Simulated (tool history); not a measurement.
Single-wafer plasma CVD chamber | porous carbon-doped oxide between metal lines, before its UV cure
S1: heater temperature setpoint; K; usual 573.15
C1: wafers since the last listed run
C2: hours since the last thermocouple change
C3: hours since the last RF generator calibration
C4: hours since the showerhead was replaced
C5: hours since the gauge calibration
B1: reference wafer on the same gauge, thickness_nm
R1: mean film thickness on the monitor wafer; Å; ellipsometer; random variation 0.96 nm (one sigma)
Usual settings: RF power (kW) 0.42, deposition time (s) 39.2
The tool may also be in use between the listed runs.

{"run": 1, "hour": 0.0, "S1": 573.15, "RF power (kW)": 0.42, "deposition time (s)": 39.2, "C1": 0, "C2": 674.3, "C3": 1325, "C4": 4840.5, "C5": 799.1, "B1": 208.005, "R1": 1866.54}
{"run": 2, "hour": 98.2, "S1": 573.15, "RF power (kW)": 0.42, "deposition time (s)": 39.2, "C1": 2916, "C2": 772.5, "C3": 1423.2, "C4": 4938.7, "C5": 897.3, "B1": 207.939, "R1": 1876.07}
{"run": 3, "hour": 206.1, "S1": 573.15, "RF power (kW)": 0.42, "deposition time (s)": 41.6, "C1": 3204, "C2": 880.4, "C3": 1531.1, "C4": 5046.6, "C5": 1005.2, "B1": 207.789, "R1": 1974.52}
{"run": 4, "hour": 306.0, "S1": 573.15, "RF power (kW)": 0.42, "deposition time (s)": 41.6, "C1": 2966, "C2": 980.3, "C3": 1631, "C4": 5146.5, "C5": 1105.1, "B1": 207.767, "R1": 1977.26}
{"run": 5, "hour": 368.2, "S1": 573.15, "RF power (kW)": 0.42, "deposition time (s)": 39.2, "C1": 1847, "C2": 1042.5, "C3": 1693.2, "C4": 5208.7, "C5": 1167.3, "B1": 208.297, "R1": 1863.41}
{"run": 6, "hour": 438.6, "S1": 573.15, "RF power (kW)": 0.48, "deposition time (s)": 39.2, "C1": 2090, "C2": 1112.9, "C3": 1763.6, "C4": 5279.1, "C5": 1237.7, "B1": 208.388, "R1": 2053.59}
{"run": 7, "hour": 527.6, "S1": 573.15, "RF power (kW)": 0.48, "deposition time (s)": 39.2, "C1": 2642, "C2": 1201.9, "C3": 1852.6, "C4": 5368.1, "C5": 1326.7, "B1": 207.613, "R1": 2048.44}
{"hour": 568.1, "done": "thermocouple changed; heater temperature recalibrated"}
{"hour": 586.9, "done": "showerhead replaced"}
{"run": 8, "hour": 617.4, "S1": 573.15, "RF power (kW)": 0.42, "deposition time (s)": 39.2, "C1": 2191, "C2": 49.3, "C3": 1942.4, "C4": 30.5, "C5": 1416.5, "B1": 207.978, "R1": 1864.14}
{"run": 9, "hour": 677.0, "S1": 573.15, "RF power (kW)": 0.42, "deposition time (s)": 39.2, "C1": 1769, "C2": 108.9, "C3": 2002, "C4": 90.1, "C5": 1476.1, "B1": 208.09, "R1": 1861.57}
{"run": 10, "hour": 745.8, "S1": 579.15, "RF power (kW)": 0.42, "deposition time (s)": 44.4, "C1": 2043, "C2": 177.7, "C3": 2070.8, "C4": 158.9, "C5": 1544.9, "B1": 208.167, "R1": 2021.03}
{"hour": 843.7, "done": "gauge calibrated"}
{"run": 11, "hour": 852.5, "S1": 579.15, "RF power (kW)": 0.42, "deposition time (s)": 44.4, "C1": 3168, "C2": 284.4, "C3": 2177.5, "C4": 265.6, "C5": 8.8, "B1": 207.707, "R1": 2015.49}
{"run": 12, "hour": 905.3, "S1": 565.15, "RF power (kW)": 0.5, "deposition time (s)": 46.2, "C1": 1567, "C2": 337.2, "C3": 2230.3, "C4": 318.4, "C5": 61.6, "B1": 207.741, "R1": 2615.89}
{"hour": 934.8, "done": "RF generator calibrated"}
{"run": 13, "hour": 969.7, "S1": 578.15, "RF power (kW)": 0.42, "deposition time (s)": 39.2, "C1": 1674, "C2": 401.6, "C3": 34.9, "C4": 382.8, "C5": 126, "B1": 207.615, "R1": 1808.05}
{"run": 14, "hour": 1007.1, "S1": 582.15, "RF power (kW)": 0.365, "deposition time (s)": 41.2, "C1": 1110, "C2": 439, "C3": 72.3, "C4": 420.2, "C5": 163.4, "B1": 207.557, "R1": 1675.83}
{"run": 15, "hour": 1072.8, "S1": 564.15, "RF power (kW)": 0.445, "deposition time (s)": 39.2, "C1": 1950, "C2": 504.7, "C3": 138, "C4": 485.9, "C5": 229.1, "B1": 207.933, "R1": 2068.9}
{"run": 16, "hour": 1152.4, "S1": 573.15, "RF power (kW)": 0.385, "deposition time (s)": 34.2, "C1": 2363, "C2": 584.3, "C3": 217.6, "C4": 565.5, "C5": 308.7, "B1": 207.796, "R1": 1547.24}
{"run": 17, "hour": 1239.6, "S1": 577.15, "RF power (kW)": 0.345, "deposition time (s)": 44.2, "C1": 2589, "C2": 671.5, "C3": 304.8, "C4": 652.7, "C5": 395.9, "B1": 207.979, "R1": 1772.84}
{"run": 18, "hour": 1333.6, "S1": 561.15, "RF power (kW)": 0.5, "deposition time (s)": 41.7, "C1": 2791, "C2": 765.5, "C3": 398.8, "C4": 746.7, "C5": 489.9, "B1": 207.72, "R1": 2410.66}
{"run": 19, "hour": 1430.2, "S1": 573.15, "RF power (kW)": 0.42, "deposition time (s)": 41.6, "C1": 2868, "C2": 862.1, "C3": 495.4, "C4": 843.3, "C5": 586.5, "B1": 207.885, "R1": 1968.17}
{"run": 20, "hour": 1497.7, "S1": 573.15, "RF power (kW)": 0.42, "deposition time (s)": 39.2, "C1": 2004, "C2": 929.6, "C3": 562.9, "C4": 910.8, "C5": 654, "B1": 207.984, "R1": 1864.2}
{"run": 21, "hour": 1540.7, "S1": 579.15, "RF power (kW)": 0.47, "deposition time (s)": 35.1, "C1": 1276, "C2": 972.6, "C3": 605.9, "C4": 953.8, "C5": 697, "B1": 207.9, "R1": 1723.19}

What the log doesn't show, run by run:
wafer temperature above the value expected at the setpoint (K): 0 in every run
delivered RF power above the setpoint (%): 0 in every run
gauge reads high (%): 0 in every run
